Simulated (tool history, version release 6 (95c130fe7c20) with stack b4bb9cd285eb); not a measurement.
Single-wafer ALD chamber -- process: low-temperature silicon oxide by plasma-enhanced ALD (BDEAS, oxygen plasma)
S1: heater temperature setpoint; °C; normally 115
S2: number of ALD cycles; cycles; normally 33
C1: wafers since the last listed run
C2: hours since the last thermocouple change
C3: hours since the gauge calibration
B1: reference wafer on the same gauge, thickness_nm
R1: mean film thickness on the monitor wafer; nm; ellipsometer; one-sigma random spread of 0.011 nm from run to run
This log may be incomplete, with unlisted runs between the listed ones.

run   hour   S1  S2   C1      C2     C3     B1     R1
  1      0  115  33    0  1341.3  157.2   4.97   4.38
  2     17  115  33  108  1358.3  174.2  4.967  4.382
  3   31.4  115  33   91  1372.7  188.6  4.966   4.38
  4   40.9  115  33   60  1382.2  198.1  4.966  4.346
  5   50.7  119  33   62    1392  207.9  4.957  4.324
  6   60.9  119  33   64  1402.2  218.1   4.96  4.324
  7   73.3  119  33   78  1414.6  230.5  4.959  4.328
  8     90  115  33  106  1431.3  247.2  4.945  4.357
  9  102.3  115  33   78  1443.6  259.5  4.946  4.374
 10  114.9  115  33   80  1456.2  272.1  4.945  4.339
 11  123.5  115  33   54  1464.8  280.7  4.938  4.341
 12  174.5  115  33  324  1515.8  331.7  4.918  4.331
 13  188.8  115  33   91  1530.1    346  4.912  4.325
 14  196.2  115  33   47  1537.5  353.4  4.907  4.329
     199.1  -- gauge calibrated
 15  213.1  120  33  107  1554.4     14  5.002   4.36
 16  229.6  127  27  105  1570.9   30.5  5.002  3.498
 17  245.2  101  33   99  1586.5   46.1      5  4.535
 18  254.5  108  38   59  1595.8   55.4  5.001  5.123
       306  -- thermocouple changed; heater temperature recalibrated
 19  306.5  115  33  280     0.5  107.4  5.001  4.392
 20  310.2  127  30   23     4.2  111.1  4.991  3.881
 21  323.1  105  33   82    17.1    124  4.993   4.48
 22  333.5  115  33   66    27.5  134.4  4.988  4.378
 23  344.6  129  30   70    38.6  145.5  4.989  3.885
 24    354  107  27   59      48  154.9  4.984  3.652
 25    364  105  37   63      58  164.9  4.986  5.014
 26  374.2  122  27   64    68.2  175.1  4.983  3.544
 27    383  125  37   56      77  183.9  4.979  4.804
 28  389.9  122  31   43    83.9  190.8  4.975  4.078
 29  405.6  115  35   99    99.6  206.5  4.973  4.669
 30  416.8  108  38   71   110.8  217.7  4.971  5.116

Forecast each of these 4 alternatives for the next run:
  A  417.3  124  33   3  111.3  218.2   ?   ?
  B  417.3  126  39   3  111.3  218.2   ?   ?
  C  417.3  115  36   3  111.3  218.2   ?   ?
  D  417.3  106  37   3  111.3  218.2   ?   ?

run     B1     R1
  A  4.971  4.293
  B  4.971  5.051
  C  4.971  4.774
  D  4.971      5
With the hidden condition removed and each run's random variation left untouched, the same runs would have given:
run     R1
  A  4.318
  B  5.081
  C  4.802
  D   5.03

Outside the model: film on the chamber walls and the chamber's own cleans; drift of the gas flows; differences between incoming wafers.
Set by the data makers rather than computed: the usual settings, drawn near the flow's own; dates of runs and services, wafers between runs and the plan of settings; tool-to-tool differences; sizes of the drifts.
